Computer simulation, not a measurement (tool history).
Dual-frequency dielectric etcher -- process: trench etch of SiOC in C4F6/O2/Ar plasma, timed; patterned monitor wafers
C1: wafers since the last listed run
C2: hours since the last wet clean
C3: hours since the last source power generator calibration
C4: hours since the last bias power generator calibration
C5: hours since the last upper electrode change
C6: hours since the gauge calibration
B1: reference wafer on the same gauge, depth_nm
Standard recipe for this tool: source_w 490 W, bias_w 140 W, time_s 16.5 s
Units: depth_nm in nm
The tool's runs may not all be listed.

run 1 hour=0 | source_w=530 bias_w=140 time_s=16.5 | C1=0 C2=295.6 C3=2689.1 C4=2814.1 C5=1384.2 C6=965.6 | B1=26.7 | depth_nm=29.73
run 2 hour=34.6 | source_w=490 bias_w=140 time_s=16.5 | C1=529 C2=330.2 C3=2723.7 C4=2848.7 C5=1418.8 C6=1000.2 | B1=26.69 | depth_nm=28.18
run 3 hour=85.4 | source_w=490 bias_w=140 time_s=16.5 | C1=776 C2=381 C3=2774.5 C4=2899.5 C5=1469.6 C6=1051 | B1=26.7 | depth_nm=28.04
-- hour=118 wet clean of the chamber
run 4 hour=118.5 | source_w=490 bias_w=140 time_s=16.5 | C1=139 C2=0.5 C3=2807.6 C4=2932.6 C5=1502.7 C6=1084.1 | B1=26.69 | depth_nm=28.9
run 5 hour=161.2 | source_w=490 bias_w=140 time_s=16.5 | C1=653 C2=43.2 C3=2850.3 C4=2975.3 C5=1545.4 C6=1126.8 | B1=26.71 | depth_nm=28.72
run 6 hour=262 | source_w=490 bias_w=140 time_s=15.5 | C1=1541 C2=144 C3=2951.1 C4=3076.1 C5=1646.2 C6=1227.6 | B1=26.69 | depth_nm=26.84
run 7 hour=318.3 | source_w=490 bias_w=140 time_s=15.5 | C1=861 C2=200.3 C3=3007.4 C4=3132.4 C5=1702.5 C6=1283.9 | B1=26.7 | depth_nm=26.99
run 8 hour=389.3 | source_w=560 bias_w=140 time_s=16.5 | C1=1085 C2=271.3 C3=3078.4 C4=3203.4 C5=1773.5 C6=1354.9 | B1=26.71 | depth_nm=31.05
run 9 hour=453.2 | source_w=560 bias_w=140 time_s=16.5 | C1=977 C2=335.2 C3=3142.3 C4=3267.3 C5=1837.4 C6=1418.8 | B1=26.71 | depth_nm=30.71
-- hour=459.6 gauge calibrated
-- hour=490.2 upper electrode replaced
-- hour=506.3 wet clean of the chamber
run 10 hour=513.1 | source_w=490 bias_w=140 time_s=18 | C1=304 C2=6.8 C3=3202.2 C4=3327.2 C5=22.9 C6=53.5 | B1=26.69 | depth_nm=31.33
run 11 hour=539.4 | source_w=590 bias_w=140 time_s=13.5 | C1=402 C2=33.1 C3=3228.5 C4=3353.5 C5=49.2 C6=79.8 | B1=26.69 | depth_nm=26.34
-- hour=555.5 source power generator calibrated
run 12 hour=610.2 | source_w=590 bias_w=140 time_s=13.5 | C1=1021 C2=103.9 C3=54.7 C4=3424.3 C5=120 C6=150.6 | B1=26.69 | depth_nm=26.18
run 13 hour=666.3 | source_w=490 bias_w=157 time_s=13 | C1=858 C2=160 C3=110.8 C4=3480.4 C5=176.1 C6=206.7 | B1=26.68 | depth_nm=23.17
-- hour=700.7 bias power generator calibrated
run 14 hour=713.4 | source_w=490 bias_w=157 time_s=13 | C1=659 C2=207.1 C3=157.9 C4=12.7 C5=223.2 C6=253.8 | B1=26.69 | depth_nm=23.05
run 15 hour=764.1 | source_w=580 bias_w=160 time_s=16.5 | C1=775 C2=257.8 C3=208.6 C4=63.4 C5=273.9 C6=304.5 | B1=26.69 | depth_nm=32.51
run 16 hour=802.8 | source_w=440 bias_w=140 time_s=16.5 | C1=591 C2=296.5 C3=247.3 C4=102.1 C5=312.6 C6=343.2 | B1=26.71 | depth_nm=26.48
run 17 hour=833.5 | source_w=490 bias_w=109 time_s=12 | C1=469 C2=327.2 C3=278 C4=132.8 C5=343.3 C6=373.9 | B1=26.7 | depth_nm=19.55
run 18 hour=872.5 | source_w=610 bias_w=167 time_s=19 | C1=596 C2=366.2 C3=317 C4=171.8 C5=382.3 C6=412.9 | B1=26.69 | depth_nm=38.65
run 19 hour=908.9 | source_w=430 bias_w=156 time_s=21.5 | C1=556 C2=402.6 C3=353.4 C4=208.2 C5=418.7 C6=449.3 | B1=26.69 | depth_nm=34.55
-- hour=963.2 wet clean of the chamber
run 20 hour=964.7 | source_w=490 bias_w=140 time_s=16.5 | C1=486 C2=1.5 C3=409.2 C4=264 C5=474.5 C6=505.1 | B1=26.7 | depth_nm=28.85
run 21 hour=998.4 | source_w=490 bias_w=140 time_s=16.5 | C1=515 C2=35.2 C3=442.9 C4=297.7 C5=508.2 C6=538.8 | B1=26.7 | depth_nm=28.62
run 22 hour=1036.8 | source_w=490 bias_w=140 time_s=19 | C1=587 C2=73.6 C3=481.3 C4=336.1 C5=546.6 C6=577.2 | B1=26.7 | depth_nm=33.09
run 23 hour=1106 | source_w=490 bias_w=106 time_s=19 | C1=1058 C2=142.8 C3=550.5 C4=405.3 C5=615.8 C6=646.4 | B1=26.7 | depth_nm=31.2
run 24 hour=1148.4 | source_w=490 bias_w=113 time_s=16.5 | C1=648 C2=185.2 C3=592.9 C4=447.7 C5=658.2 C6=688.8 | B1=26.71 | depth_nm=27.28
run 25 hour=1195 | source_w=410 bias_w=107 time_s=12.5 | C1=712 C2=231.8 C3=639.5 C4=494.3 C5=704.8 C6=735.4 | B1=26.71 | depth_nm=18.26
run 26 hour=1239.1 | source_w=490 bias_w=127 time_s=14 | C1=674 C2=275.9 C3=683.6 C4=538.4 C5=748.9 C6=779.5 | B1=26.7 | depth_nm=23.61
run 27 hour=1294.6 | source_w=490 bias_w=116 time_s=15 | C1=848 C2=331.4 C3=739.1 C4=593.9 C5=804.4 C6=835 | B1=26.7 | depth_nm=24.92
-- hour=1355.8 wet clean of the chamber
run 28 hour=1357.2 | source_w=490 bias_w=140 time_s=16.5 | C1=590 C2=1.4 C3=801.7 C4=656.5 C5=867 C6=897.6 | B1=26.7 | depth_nm=28.79

Each row is a separate what-if for the run after 28, all from the same tool condition, not one after another. Results?
run A hour=1357.6 | source_w=490 bias_w=140 time_s=16.5 | C1=6 C2=1.8 C3=802.1 C4=656.9 C5=867.4 C6=898 | B1=? | depth_nm=?
run B hour=1357.6 | source_w=370 bias_w=168 time_s=16.5 | C1=6 C2=1.8 C3=802.1 C4=656.9 C5=867.4 C6=898 | B1=? | depth_nm=?
run C hour=1357.6 | source_w=560 bias_w=171 time_s=21 | C1=6 C2=1.8 C3=802.1 C4=656.9 C5=867.4 C6=898 | B1=? | depth_nm=?

run=A B1=26.69 depth_nm=28.76
run=B B1=26.69 depth_nm=24.66
run=C B1=26.69 depth_nm=41.48
With the hidden condition removed and each run's random variation left untouched, the same runs would have given:
run=A depth_nm=28.8
run=B depth_nm=24.69
run=C depth_nm=41.54

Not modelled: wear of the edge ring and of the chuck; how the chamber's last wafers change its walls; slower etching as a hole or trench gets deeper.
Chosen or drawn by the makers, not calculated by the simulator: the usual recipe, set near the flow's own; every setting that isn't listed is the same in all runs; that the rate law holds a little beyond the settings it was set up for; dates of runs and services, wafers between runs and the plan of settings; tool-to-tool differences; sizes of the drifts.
